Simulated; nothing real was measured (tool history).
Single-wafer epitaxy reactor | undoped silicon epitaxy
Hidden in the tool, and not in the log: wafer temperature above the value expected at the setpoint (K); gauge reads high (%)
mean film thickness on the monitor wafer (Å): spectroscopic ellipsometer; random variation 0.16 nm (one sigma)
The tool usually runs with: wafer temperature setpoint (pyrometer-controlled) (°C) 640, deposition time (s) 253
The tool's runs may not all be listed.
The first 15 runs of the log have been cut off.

run	hour	wafer temperature setpoint (pyrometer-controlled) (°C)	deposition time (s)	wafers since the last listed run	hours since the last pyrometer calibration	hours since the gauge calibration	read-back reference wafer on the same gauge, thickness_nm	mean film thickness on the monitor wafer (Å)
16	1371.9	640	253	527	537.2	283.8	39.089	337.12
17	1459.1	640	241	489	624.4	371	39.083	320.56
18	1504.6	640	241	255	669.9	416.5	39.109	321.07
19	1549	640	253	249	714.3	460.9	39.128	336.73
20	1587.7	631	282	217	753	499.6	39.073	299.06
21	1625.2	640	232	210	790.5	537.1	39.104	309.3
22	1684.7	646	224	334	850	596.6	39.108	348.15
23	1740.9	640	214	315	906.2	652.8	39.079	288.41
24	1822.7	635	289	459	988	734.6	39.099	340.76
25	1905.2	650	273	463	1070.5	817.1	39.079	473.03
26	1952.2	640	253	263	1117.5	864.1	39.105	337.67
27	2003	651	223	285	1168.3	914.9	39.115	390.7
28	2067.5	640	253	362	1232.8	979.4	39.097	343.21
29	2109.2	640	253	234	1274.5	1021.1	39.11	343.14
30	2201.5	654	237	518	1366.8	1113.4	39.059	454.44
31	2290.1	640	253	497	1455.4	1202	39.108	343.25
32	2353.1	628	289	353	1518.4	1265	39.112	290.8
33	2407	645	224	302	1572.3	1318.9	39.056	345.29
34	2457.7	640	299	284	1623	1369.6	39.11	408.56
# hour 2486.3: pyrometer calibrated
35	2525.2	633	272	334	38.9	1437.1	39.076	301.41
36	2614.6	627	236	502	128.3	1526.5	39.12	226.03
37	2653.1	640	253	216	166.8	1565	39.122	334.96
38	2758.1	651	224	589	271.8	1670	39.074	391.05

Below are 4 alternative next runs, each starting from the tool's condition after run 38. Predict each:
A	2758.6	640	228	2	272.3	1670.5	?	?
B	2758.6	635	253	2	272.3	1670.5	?	?
C	2758.6	646	211	2	272.3	1670.5	?	?
D	2758.6	628	209	2	272.3	1670.5	?	?

run	read-back reference wafer on the same gauge, thickness_nm	mean film thickness on the monitor wafer (Å)
A	39.092	303.37
B	39.092	296.29
C	39.092	326.55
D	39.092	204.15
With no hidden state in the tool, these same runs would have given:
run	mean film thickness on the monitor wafer (Å)
A	301.97
B	294.91
C	325.07
D	203.18

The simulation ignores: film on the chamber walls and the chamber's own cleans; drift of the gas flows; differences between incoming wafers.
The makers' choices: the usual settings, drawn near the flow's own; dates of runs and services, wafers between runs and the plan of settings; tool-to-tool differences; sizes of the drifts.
